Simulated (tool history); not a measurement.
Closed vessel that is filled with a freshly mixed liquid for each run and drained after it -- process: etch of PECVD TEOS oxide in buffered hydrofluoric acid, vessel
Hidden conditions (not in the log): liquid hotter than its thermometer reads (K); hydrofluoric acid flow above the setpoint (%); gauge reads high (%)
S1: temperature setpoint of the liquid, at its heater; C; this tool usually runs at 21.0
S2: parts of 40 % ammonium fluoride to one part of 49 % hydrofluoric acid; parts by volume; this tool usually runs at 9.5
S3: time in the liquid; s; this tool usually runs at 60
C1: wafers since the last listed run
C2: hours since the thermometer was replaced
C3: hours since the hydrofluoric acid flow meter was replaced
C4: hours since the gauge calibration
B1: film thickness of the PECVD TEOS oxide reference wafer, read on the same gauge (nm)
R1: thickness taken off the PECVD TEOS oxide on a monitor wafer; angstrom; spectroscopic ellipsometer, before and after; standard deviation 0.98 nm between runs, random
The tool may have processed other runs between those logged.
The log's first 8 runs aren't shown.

| run | hour | S1 | S2 | S3 | C1 | C2 | C3 | C4 | B1 | R1 |
|---|---|---|---|---|---|---|---|---|---|---|
| 9 | 101.0 | 21.0 | 9.5 | 60 | 614 | 2729.1 | 504.5 | 118.7 | 80.00 | 1807.4 |
|  | 102.7 | thermometer replaced |
| 10 | 112.4 | 21.0 | 9.5 | 60 | 875 | 9.7 | 515.9 | 130.1 | 79.99 | 1578.9 |
| 11 | 125.4 | 21.0 | 9.5 | 60 | 1093 | 22.7 | 528.9 | 143.1 | 80.01 | 1576.5 |
| 12 | 133.7 | 21.0 | 9.5 | 60 | 698 | 31.0 | 537.2 | 151.4 | 80.00 | 1583.8 |
| 13 | 139.8 | 21.0 | 9.5 | 60 | 513 | 37.1 | 543.3 | 157.5 | 80.00 | 1578.2 |
| 14 | 146.8 | 24.0 | 9.5 | 80 | 588 | 44.1 | 550.3 | 164.5 | 80.01 | 2462.3 |
| 15 | 154.1 | 21.0 | 9.5 | 60 | 614 | 51.4 | 557.6 | 171.8 | 79.98 | 1585.9 |
| 16 | 163.6 | 22.5 | 9.5 | 60 | 799 | 60.9 | 567.1 | 181.3 | 80.00 | 1717.0 |
| 17 | 181.6 | 21.0 | 9.5 | 60 | 1514 | 78.9 | 585.1 | 199.3 | 80.00 | 1603.6 |
| 18 | 190.8 | 21.0 | 7.0 | 60 | 774 | 88.1 | 594.3 | 208.5 | 80.00 | 2155.7 |
| 19 | 202.1 | 21.0 | 9.5 | 60 | 950 | 99.4 | 605.6 | 219.8 | 80.00 | 1589.9 |
| 20 | 216.3 | 21.0 | 9.5 | 60 | 1194 | 113.6 | 619.8 | 234.0 | 79.98 | 1601.6 |
| 21 | 233.6 | 19.5 | 12.0 | 50 | 1455 | 130.9 | 637.1 | 251.3 | 79.97 | 987.9 |
| 22 | 241.5 | 21.0 | 9.5 | 60 | 664 | 138.8 | 645.0 | 259.2 | 80.01 | 1576.1 |
|  | 244.4 | gauge calibrated |
| 23 | 251.6 | 19.5 | 9.5 | 70 | 849 | 148.9 | 655.1 | 7.2 | 80.01 | 1699.7 |
| 24 | 263.2 | 17.5 | 9.5 | 60 | 976 | 160.5 | 666.7 | 18.8 | 80.02 | 1299.7 |
|  | 268.9 | hydrofluoric acid flow meter replaced |
| 25 | 273.1 | 19.5 | 9.5 | 60 | 748 | 170.4 | 4.2 | 28.7 | 80.00 | 1474.3 |
| 26 | 282.0 | 21.0 | 8.0 | 60 | 748 | 179.3 | 13.1 | 37.6 | 79.99 | 1852.3 |
| 27 | 288.1 | 24.0 | 13.5 | 30 | 513 | 185.4 | 19.2 | 43.7 | 79.98 | 681.3 |
| 28 | 305.7 | 24.5 | 13.5 | 75 | 1480 | 203.0 | 36.8 | 61.3 | 80.00 | 1724.1 |
| 29 | 317.8 | 23.0 | 12.0 | 70 | 1018 | 215.1 | 48.9 | 73.4 | 80.00 | 1690.6 |
| 30 | 329.3 | 21.0 | 9.5 | 60 | 967 | 226.6 | 60.4 | 84.9 | 79.98 | 1594.1 |

Predict the results of run 31:
| 31 | 345.5 | 24.5 | 8.0 | 95 | 1363 | 242.8 | 76.6 | 101.1 | ? | ? |

{"run 31": {"B1": 80.01, "R1": 3605.4}}
If the tool had no hidden condition, the same run with the same run-to-run variation would have returned R1 3541.5 angstrom.
